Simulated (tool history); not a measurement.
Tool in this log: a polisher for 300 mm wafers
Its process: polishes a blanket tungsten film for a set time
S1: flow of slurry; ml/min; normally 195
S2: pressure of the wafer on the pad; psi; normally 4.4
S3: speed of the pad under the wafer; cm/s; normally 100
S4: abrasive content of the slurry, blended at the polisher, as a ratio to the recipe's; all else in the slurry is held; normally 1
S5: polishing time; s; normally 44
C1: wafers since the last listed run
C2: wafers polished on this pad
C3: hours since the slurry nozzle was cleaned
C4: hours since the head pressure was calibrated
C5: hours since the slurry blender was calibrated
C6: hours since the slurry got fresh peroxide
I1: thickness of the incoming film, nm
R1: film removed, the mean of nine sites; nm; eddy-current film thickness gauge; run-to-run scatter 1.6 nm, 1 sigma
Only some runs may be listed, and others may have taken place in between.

run 1 hour=0 | S1=195 S2=4.8 S3=100 S4=1 S5=44 | C1=0 C2=61 C3=328.9 C4=400.5 C5=57.3 C6=16.9 | I1=691.1 | R1=259.9
run 2 hour=16.7 | S1=195 S2=4.4 S3=100 S4=1 S5=44 | C1=194 C2=255 C3=345.6 C4=417.2 C5=74 C6=33.6 | I1=691.8 | R1=238
run 3 hour=23.5 | S1=195 S2=4.4 S3=100 S4=1 S5=44 | C1=79 C2=334 C3=352.4 C4=424 C5=80.8 C6=40.4 | I1=703 | R1=237.6
run 4 hour=37.2 | S1=195 S2=4.4 S3=100 S4=1 S5=44 | C1=159 C2=493 C3=366.1 C4=437.7 C5=94.5 C6=54.1 | I1=686.3 | R1=240.2
run 5 hour=49 | S1=195 S2=4.4 S3=100 S4=1 S5=44 | C1=137 C2=630 C3=377.9 C4=449.5 C5=106.3 C6=65.9 | I1=690.1 | R1=239.9
run 6 hour=58.7 | S1=195 S2=4.4 S3=100 S4=1 S5=44 | C1=112 C2=743 C3=387.6 C4=459.2 C5=116 C6=75.6 | I1=700.4 | R1=240
run 7 hour=69.6 | S1=195 S2=4.4 S3=100 S4=1 S5=44 | C1=126 C2=870 C3=398.5 C4=470.1 C5=126.9 C6=86.5 | I1=697 | R1=237.5
-- hour=83.3 worn pad replaced by a new one
run 8 hour=83.8 | S1=165 S2=4.4 S3=68 S4=1 S5=44 | C1=118 C2=6 C3=412.7 C4=484.3 C5=141.1 C6=100.7 | I1=695.2 | R1=160.4
-- hour=89.4 head pressure recalibrated
run 9 hour=92.4 | S1=195 S2=4.4 S3=100 S4=1 S5=44 | C1=76 C2=83 C3=421.3 C4=3 C5=149.7 C6=109.3 | I1=701.7 | R1=232.1
run 10 hour=107.5 | S1=195 S2=4.4 S3=100 S4=1 S5=44 | C1=175 C2=258 C3=436.4 C4=18.1 C5=164.8 C6=124.4 | I1=683.5 | R1=236
run 11 hour=122.6 | S1=195 S2=4.4 S3=100 S4=1.25 S5=44 | C1=175 C2=434 C3=451.5 C4=33.2 C5=179.9 C6=139.5 | I1=689.2 | R1=241
run 12 hour=136.1 | S1=195 S2=2.9 S3=122 S4=0.75 S5=59 | C1=156 C2=591 C3=465 C4=46.7 C5=193.4 C6=153 | I1=690.6 | R1=237.1
-- hour=141.4 slurry tank refilled with fresh slurry and peroxide
run 13 hour=142.6 | S1=195 S2=4.4 S3=100 S4=1 S5=34 | C1=63 C2=655 C3=471.5 C4=53.2 C5=199.9 C6=1.2 | I1=690.1 | R1=179
-- hour=170.9 slurry nozzle cleaned
-- hour=177.8 worn pad replaced by a new one
run 14 hour=178.3 | S1=195 S2=4.4 S3=100 S4=1 S5=44 | C1=356 C2=6 C3=7.4 C4=88.9 C5=235.6 C6=36.9 | I1=698.3 | R1=231.1
run 15 hour=192.1 | S1=150 S2=4.4 S3=100 S4=1 S5=31 | C1=160 C2=166 C3=21.2 C4=102.7 C5=249.4 C6=50.7 | I1=694.4 | R1=159.5
run 16 hour=204 | S1=195 S2=4.4 S3=100 S4=1 S5=44 | C1=138 C2=304 C3=33.1 C4=114.6 C5=261.3 C6=62.6 | I1=694 | R1=231.9
run 17 hour=218.3 | S1=230 S2=4.4 S3=100 S4=0.75 S5=44 | C1=166 C2=471 C3=47.4 C4=128.9 C5=275.6 C6=76.9 | I1=685.2 | R1=220.6
run 18 hour=224.7 | S1=195 S2=3.7 S3=74 S4=1.1 S5=58 | C1=74 C2=545 C3=53.8 C4=135.3 C5=282 C6=83.3 | I1=694.6 | R1=194.3
-- hour=232.9 slurry blender recalibrated
run 19 hour=246.9 | S1=165 S2=3.7 S3=130 S4=1 S5=44 | C1=234 C2=780 C3=76 C4=157.5 C5=14 C6=105.5 | I1=686.9 | R1=246.7
run 20 hour=259.3 | S1=195 S2=4.4 S3=100 S4=1 S5=44 | C1=144 C2=924 C3=88.4 C4=169.9 C5=26.4 C6=117.9 | I1=678.1 | R1=235.5
run 21 hour=272 | S1=195 S2=4.4 S3=100 S4=1 S5=44 | C1=147 C2=1072 C3=101.1 C4=182.6 C5=39.1 C6=130.6 | I1=681.1 | R1=234.2
run 22 hour=284.8 | S1=215 S2=4.4 S3=114 S4=1 S5=44 | C1=148 C2=1221 C3=113.9 C4=195.4 C5=51.9 C6=143.4 | I1=678.3 | R1=266.8
-- hour=290.1 worn pad replaced by a new one
run 23 hour=298.7 | S1=195 S2=3.7 S3=100 S4=1 S5=37 | C1=115 C2=100 C3=127.8 C4=209.3 C5=65.8 C6=157.3 | I1=689.1 | R1=164.9
run 24 hour=312 | S1=195 S2=4.4 S3=100 S4=1 S5=39 | C1=154 C2=255 C3=141.1 C4=222.6 C5=79.1 C6=170.6 | I1=686.9 | R1=208
run 25 hour=321.1 | S1=135 S2=4.4 S3=100 S4=1 S5=44 | C1=105 C2=360 C3=150.2 C4=231.7 C5=88.2 C6=179.7 | I1=682.2 | R1=222.7
run 26 hour=337 | S1=230 S2=3.6 S3=100 S4=1.15 S5=57 | C1=184 C2=545 C3=166.1 C4=247.6 C5=104.1 C6=195.6 | I1=691.7 | R1=259.8

Hidden state, per run?
removal rate lost through wear of the pad, %: 0 across all the runs
slurry flow missing at the pad, %: 0 across all the runs
abrasive missing from the slurry, %: 0 across all the runs
peroxide lost from the slurry, %: 0 across all the runs
H1: deviation of the head's pressure from its setpoint, %
run=1 H1=1.94
run=2 H1=2.11
run=3 H1=2.19
run=4 H1=2.34
run=5 H1=2.47
run=6 H1=2.59
run=7 H1=2.72
run=8 H1=2.9
run=9 H1=-0.442
run=10 H1=-0.438
run=11 H1=-0.428
run=12 H1=-0.414
run=13 H1=-0.405
run=14 H1=-0.34
run=15 H1=-0.305
run=16 H1=-0.272
run=17 H1=-0.227
run=18 H1=-0.205
run=19 H1=-0.121
run=20 H1=-0.0682
run=21 H1=-0.0102
run=22 H1=0.0525
run=23 H1=0.125
run=24 H1=0.2
run=25 H1=0.253
run=26 H1=0.352

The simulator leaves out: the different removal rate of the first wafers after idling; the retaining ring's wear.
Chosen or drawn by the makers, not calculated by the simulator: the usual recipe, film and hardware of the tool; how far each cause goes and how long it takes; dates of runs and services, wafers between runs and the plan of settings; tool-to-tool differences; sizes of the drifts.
